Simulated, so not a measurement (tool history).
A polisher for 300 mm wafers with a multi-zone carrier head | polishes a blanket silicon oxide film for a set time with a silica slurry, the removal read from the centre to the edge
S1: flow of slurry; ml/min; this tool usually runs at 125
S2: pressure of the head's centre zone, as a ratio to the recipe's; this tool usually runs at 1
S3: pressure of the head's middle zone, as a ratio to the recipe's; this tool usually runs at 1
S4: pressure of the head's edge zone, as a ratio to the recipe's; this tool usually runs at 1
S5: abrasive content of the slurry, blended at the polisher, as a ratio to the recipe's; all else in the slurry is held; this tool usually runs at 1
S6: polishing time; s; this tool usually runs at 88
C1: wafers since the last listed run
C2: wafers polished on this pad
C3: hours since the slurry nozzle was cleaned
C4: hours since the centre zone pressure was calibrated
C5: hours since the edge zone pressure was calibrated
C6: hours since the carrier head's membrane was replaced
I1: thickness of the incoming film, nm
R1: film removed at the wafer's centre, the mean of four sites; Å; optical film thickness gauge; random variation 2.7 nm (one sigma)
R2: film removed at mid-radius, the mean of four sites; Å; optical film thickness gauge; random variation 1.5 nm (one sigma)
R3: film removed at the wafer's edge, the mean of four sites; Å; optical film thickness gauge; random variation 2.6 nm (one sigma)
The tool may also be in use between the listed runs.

Run 1, hour 0: usual settings; C1 0; C2 712; C3 527.1; C4 664.8; C5 935.3; C6 1751.3; I1 1541.3. Result: R1 2250 Å, R2 2307 Å, R3 2427 Å.
Run 2, hour 11.5: usual settings; C1 131; C2 843; C3 538.6; C4 676.3; C5 946.8; C6 1762.8; I1 1522. Result: R1 2298 Å, R2 2297 Å, R3 2435 Å.
Run 3, hour 19.4: usual settings; C1 90; C2 933; C3 546.5; C4 684.2; C5 954.7; C6 1770.7; I1 1529.9. Result: R1 2300 Å, R2 2307 Å, R3 2479 Å.
At hour 26.9: carrier head's membrane replaced by a new one.
At hour 27.7: worn pad replaced by a new one.
Run 4, hour 36.6: usual settings but S2 1.05, S3 1.12, S6 98 s; C1 130; C2 101; C3 563.7; C4 701.4; C5 971.9; C6 9.7; I1 1507.6. Result: R1 2645 Å, R2 2695 Å, R3 2685 Å.
Run 5, hour 54.3: usual settings but S2 1.09, S6 57 s; C1 201; C2 303; C3 581.4; C4 719.1; C5 989.6; C6 27.4; I1 1526.3. Result: R1 1630 Å, R2 1474 Å, R3 1602 Å.
Run 6, hour 70.3: usual settings but S3 1.07; C1 182; C2 486; C3 597.4; C4 735.1; C5 1005.6; C6 43.4; I1 1522.7. Result: R1 2274 Å, R2 2369 Å, R3 2448 Å.
At hour 73.9: centre zone pressure recalibrated.
Run 7, hour 80.1: usual settings but S3 1.11, S4 0.89, S5 1.2; C1 88; C2 575; C3 607.2; C4 6.2; C5 1015.4; C6 53.2; I1 1535.9. Result: R1 2362 Å, R2 2522 Å, R3 2428 Å.
At hour 85.1: edge zone pressure recalibrated.
Run 8, hour 91.2: usual settings but S2 0.9, S3 1.06, S5 1.3; C1 103; C2 679; C3 618.3; C4 17.3; C5 6.1; C6 64.3; I1 1511.1. Result: R1 2205 Å, R2 2532 Å, R3 2610 Å.
Run 9, hour 107: usual settings; C1 180; C2 859; C3 634.1; C4 33.1; C5 21.9; C6 80.1; I1 1528.7. Result: R1 2275 Å, R2 2272 Å, R3 2389 Å.
At hour 115.3: worn pad replaced by a new one.
Run 10, hour 115.8: usual settings but S5 0.75; C1 54; C2 5; C3 642.9; C4 41.9; C5 30.7; C6 88.9; I1 1551.5. Result: R1 2007 Å, R2 2078 Å, R3 2225 Å.
Run 11, hour 121.4: usual settings but S2 0.91, S5 1.2; C1 63; C2 69; C3 648.5; C4 47.5; C5 36.3; C6 94.5; I1 1548.9. Result: R1 2133 Å, R2 2378 Å, R3 2578 Å.
Run 12, hour 130.1: usual settings; C1 99; C2 168; C3 657.2; C4 56.2; C5 45; C6 103.2; I1 1503.6. Result: R1 2226 Å, R2 2282 Å, R3 2393 Å.
At hour 134.4: slurry nozzle cleaned.
Run 13, hour 145.7: usual settings but S2 0.95, S4 0.92; C1 166; C2 335; C3 11.3; C4 71.8; C5 60.6; C6 118.8; I1 1537.3. Result: R1 2321 Å, R2 2409 Å, R3 2413 Å.
Run 14, hour 156.5: usual settings but S6 71 s; C1 123; C2 458; C3 22.1; C4 82.6; C5 71.4; C6 129.6; I1 1537. Result: R1 1916 Å, R2 1954 Å, R3 2068 Å.
Run 15, hour 165.9: usual settings but S1 155 ml/min, S6 118 s; C1 107; C2 565; C3 31.5; C4 92; C5 80.8; C6 139; I1 1545.8. Result: R1 3396 Å, R2 3334 Å, R3 3459 Å.
Run 16, hour 178.2: usual settings but S6 111 s; C1 140; C2 706; C3 43.8; C4 104.3; C5 93.1; C6 151.3; I1 1524.5. Result: R1 3001 Å, R2 3016 Å, R3 3139 Å.
At hour 193.6: worn pad replaced by a new one.
Run 17, hour 194.1: usual settings but S1 90 ml/min, S2 0.95, S5 1.2; C1 135; C2 5; C3 59.7; C4 120.2; C5 109; C6 167.2; I1 1530.8. Result: R1 2233 Å, R2 2377 Å, R3 2484 Å.
Run 18, hour 203.4: usual settings; C1 106; C2 111; C3 69; C4 129.5; C5 118.3; C6 176.5; I1 1528.2. Result: R1 2419 Å, R2 2387 Å, R3 2505 Å.
Run 19, hour 218.6: usual settings; C1 173; C2 284; C3 84.2; C4 144.7; C5 133.5; C6 191.7; I1 1516.7. Result: R1 2400 Å, R2 2374 Å, R3 2537 Å.
Run 20, hour 233.8: usual settings but S3 0.9, S4 1.03; C1 173; C2 458; C3 99.4; C4 159.9; C5 148.7; C6 206.9; I1 1529.5. Result: R1 2429 Å, R2 2297 Å, R3 2529 Å.
Run 21, hour 249.9: usual settings but S3 1.06, S4 0.91; C1 183; C2 641; C3 115.5; C4 176; C5 164.8; C6 223; I1 1563.8. Result: R1 2408 Å, R2 2446 Å, R3 2380 Å.

Branching from run 21: 4 alternative next runs. What would each branch give?
Run A, hour 250.4: usual settings; C1 5; C2 647; C3 116; C4 176.5; C5 165.3; C6 223.5; I1 1510.1. Result: R1 ?, R2 ?, R3 ?.
Run B, hour 250.4: usual settings but S5 1.1; C1 5; C2 647; C3 116; C4 176.5; C5 165.3; C6 223.5; I1 1510.1. Result: R1 ?, R2 ?, R3 ?.
Run C, hour 250.4: usual settings but S1 110 ml/min, S2 1.07, S3 0.93, S6 98 s; C1 5; C2 647; C3 116; C4 176.5; C5 165.3; C6 223.5; I1 1510.1. Result: R1 ?, R2 ?, R3 ?.
Run D, hour 250.4: usual settings but S1 80 ml/min, S6 70 s; C1 5; C2 647; C3 116; C4 176.5; C5 165.3; C6 223.5; I1 1510.1. Result: R1 ?, R2 ?, R3 ?.

run    R1    R2    R3
  A  2420  2399  2483
  B  2489  2467  2554
  C  2796  2511  2717
  D  1712  1724  1847
What these runs would have given with no unlogged condition in the tool:
run    R1    R2    R3
  A  2519  2484  2544
  B  2590  2555  2616
  C  2922  2609  2789
  D  1810  1809  1905
